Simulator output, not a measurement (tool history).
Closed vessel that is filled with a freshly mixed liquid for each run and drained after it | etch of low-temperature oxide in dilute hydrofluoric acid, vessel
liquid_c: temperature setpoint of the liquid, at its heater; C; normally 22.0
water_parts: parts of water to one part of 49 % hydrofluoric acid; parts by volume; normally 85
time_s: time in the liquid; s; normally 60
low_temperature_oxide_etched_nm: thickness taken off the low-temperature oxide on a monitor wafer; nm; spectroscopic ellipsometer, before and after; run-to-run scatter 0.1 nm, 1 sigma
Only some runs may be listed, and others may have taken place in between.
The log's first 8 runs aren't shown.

run	day	liquid_c	water_parts	time_s	wafers since the last listed run	hours since the thermometer was replaced	hours since the hydrofluoric acid flow meter was replaced	hours since the gauge calibration	read-back film thickness of the low-temperature oxide reference wafer, read on the same gauge (nm)	low_temperature_oxide_etched_nm
9	19.462	22.0	85	60	12153	261.0	1069.5	2874.6	140.01	23.28
# day 19.633: gauge calibrated
10	20.921	22.0	85	35	4700	296.0	1104.5	30.9	140.01	13.75
# day 24.479: hydrofluoric acid flow meter replaced
11	27.608	22.0	85	35	21420	456.5	75.1	191.4	140.00	14.05
12	29.504	17.0	105	80	6110	502.0	120.6	236.9	140.03	20.79
13	32.121	22.0	85	60	8433	564.8	183.4	299.7	140.04	24.21
14	34.900	25.0	85	60	8957	631.5	250.1	366.4	140.02	27.39
15	36.658	19.0	85	60	5667	673.7	292.3	408.6	140.02	21.62
16	39.604	22.0	100	50	9494	744.4	363.0	479.3	139.96	17.06
17	42.250	22.0	100	60	8527	807.9	426.5	542.8	140.01	20.38
18	44.512	20.0	105	35	7292	862.2	480.8	597.1	139.99	10.31
19	46.154	19.0	85	60	5291	901.6	520.2	636.5	140.00	21.88
20	47.754	18.0	105	75	5157	940.0	558.6	674.9	140.01	20.72
21	49.633	22.0	65	60	6056	985.1	603.7	720.0	140.01	32.51
22	50.742	25.5	50	60	3572	1011.7	630.3	746.6	139.99	50.35
23	51.750	22.0	85	60	3250	1035.9	654.5	770.8	139.99	24.79
# day 52.871: thermometer replaced
24	52.975	17.5	85	60	3814	2.5	683.9	800.2	139.98	19.60
25	55.454	22.0	85	35	7990	62.0	743.4	859.7	140.01	13.70
26	56.908	24.0	70	40	4686	96.9	778.3	894.6	139.95	21.00
27	58.621	25.5	75	70	5519	138.0	819.4	935.7	140.01	36.25
28	60.038	27.0	75	60	4566	172.0	853.4	969.7	139.99	32.99
29	65.338	24.5	120	35	17082	299.2	980.6	1096.9	140.02	10.31
30	67.162	26.5	85	60	5882	343.0	1024.4	1140.7	140.04	28.05
31	70.096	17.5	60	85	9454	413.4	1094.8	1211.1	140.04	40.62
32	71.779	22.0	85	60	5425	453.8	1135.2	1251.5	140.01	23.73
33	73.688	24.5	50	50	6150	499.6	1181.0	1297.3	139.98	39.01

Forecast each of these 3 alternatives for the next run:
A	73.717	22.0	85	60	94	500.3	1181.7	1298.0	?	?
B	73.717	22.0	60	60	94	500.3	1181.7	1298.0	?	?
C	73.717	22.0	75	60	94	500.3	1181.7	1298.0	?	?

run	read-back film thickness of the low-temperature oxide reference wafer, read on the same gauge (nm)	low_temperature_oxide_etched_nm
A	139.95	23.62
B	139.95	34.55
C	139.95	27.11
Take away the tool's hidden state, keep each run's random variation, and the runs would have read:
run	low_temperature_oxide_etched_nm
A	23.78
B	34.74
C	27.28
